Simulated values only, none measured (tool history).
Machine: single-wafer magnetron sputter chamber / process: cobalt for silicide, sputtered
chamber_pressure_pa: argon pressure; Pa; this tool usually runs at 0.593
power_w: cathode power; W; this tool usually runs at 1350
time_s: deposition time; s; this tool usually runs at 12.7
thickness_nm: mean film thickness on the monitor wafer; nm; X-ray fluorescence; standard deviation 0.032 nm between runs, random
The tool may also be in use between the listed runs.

run,hour,chamber_pressure_pa,power_w,time_s,wafers since the last listed run,wafers on the sputter target,hours since the last manometer calibration,hours since the magnet pack was replaced,hours since the gauge calibration,"read-back reference wafer on the same gauge, thickness_nm",thickness_nm
1,0,0.593,1350,12.7,0,1444,2556,3786.2,137.7,9.377,8.42
2,8.1,0.593,1350,12.7,271,1716,2564.1,3794.3,145.8,9.369,8.446
3,23.9,0.593,1350,12.7,529,2246,2579.9,3810.1,161.6,9.373,8.356
# hour 46: sputter target and shields replaced
4,46.5,0.593,1450,12.7,489,15,2602.5,3832.7,184.2,9.377,9.18
5,57.8,0.751,1350,12.7,378,394,2613.8,3844,195.5,9.366,8.189
6,66.1,0.751,1350,12.7,278,672,2622.1,3852.3,203.8,9.371,8.16
7,76.8,0.751,1350,12.7,358,1031,2632.8,3863,214.5,9.368,8.108
# hour 87.1: capacitance manometer re-zeroed and calibrated
8,92.1,0.593,1350,12.7,244,1276,5,3878.3,229.8,9.376,8.45
# hour 103.9: magnet pack replaced, of another model than before
9,104.6,0.593,1350,12.7,150,1427,17.5,0.7,242.3,9.371,8.38
10,110.9,0.593,1350,12.7,211,1638,23.8,7,248.6,9.373,8.439
11,121.1,0.593,1350,12.7,342,1980,34,17.2,258.8,9.362,8.341
# hour 131.1: sputter target and shields replaced
12,131.6,0.593,1350,12.7,83,16,44.5,27.7,269.3,9.366,8.699
13,143.6,0.593,1350,12.7,402,418,56.5,39.7,281.3,9.362,8.523
14,151.2,0.414,1350,13.4,254,673,64.1,47.3,288.9,9.359,9.702
# hour 155.2: gauge calibrated
15,164.7,0.737,1650,12,452,1126,77.6,60.8,9.5,9.348,8.961
16,177.6,0.715,1550,10.6,432,1558,90.5,73.7,22.4,9.369,7.593
17,192.8,0.799,1050,14.5,509,2068,105.7,88.9,37.6,9.38,7.222
# hour 204.8: sputter target and shields replaced
18,210.2,0.593,1350,11.4,315,182,123.1,106.3,55,9.37,7.75
19,226.8,0.78,1050,10.6,556,739,139.7,122.9,71.6,9.39,5.389
20,244.7,0.593,1350,12.7,600,1339,157.6,140.8,89.5,9.382,8.488
21,258.5,0.593,1250,12.7,462,1802,171.4,154.6,103.3,9.364,7.896
22,266,0.593,1350,14.1,251,2053,178.9,162.1,110.8,9.364,9.398
# hour 278.9: sputter target and shields replaced
23,279.4,0.593,1350,12.7,181,15,192.3,175.5,124.2,9.355,8.58
24,287.2,0.826,1350,10.9,261,276,200.1,183.3,132,9.361,6.698

Alternative continuations, all from the tool just after run 24; predict every row:
A,287.6,0.593,1350,12.7,13,290,200.5,183.7,132.4,?,?
B,287.6,0.798,1350,14.9,13,290,200.5,183.7,132.4,?,?
C,287.6,0.404,1350,12.7,13,290,200.5,183.7,132.4,?,?
D,287.6,0.762,1250,15,13,290,200.5,183.7,132.4,?,?
E,287.6,0.593,1200,12.7,13,290,200.5,183.7,132.4,?,?

run,"read-back reference wafer on the same gauge, thickness_nm",thickness_nm
A,9.37,8.51
B,9.37,9.245
C,9.37,9.155
D,9.37,8.85
E,9.37,7.723
Without the tool's hidden state the same runs would have given:
run,thickness_nm
A,8.608
B,9.351
C,9.26
D,8.952
E,7.812
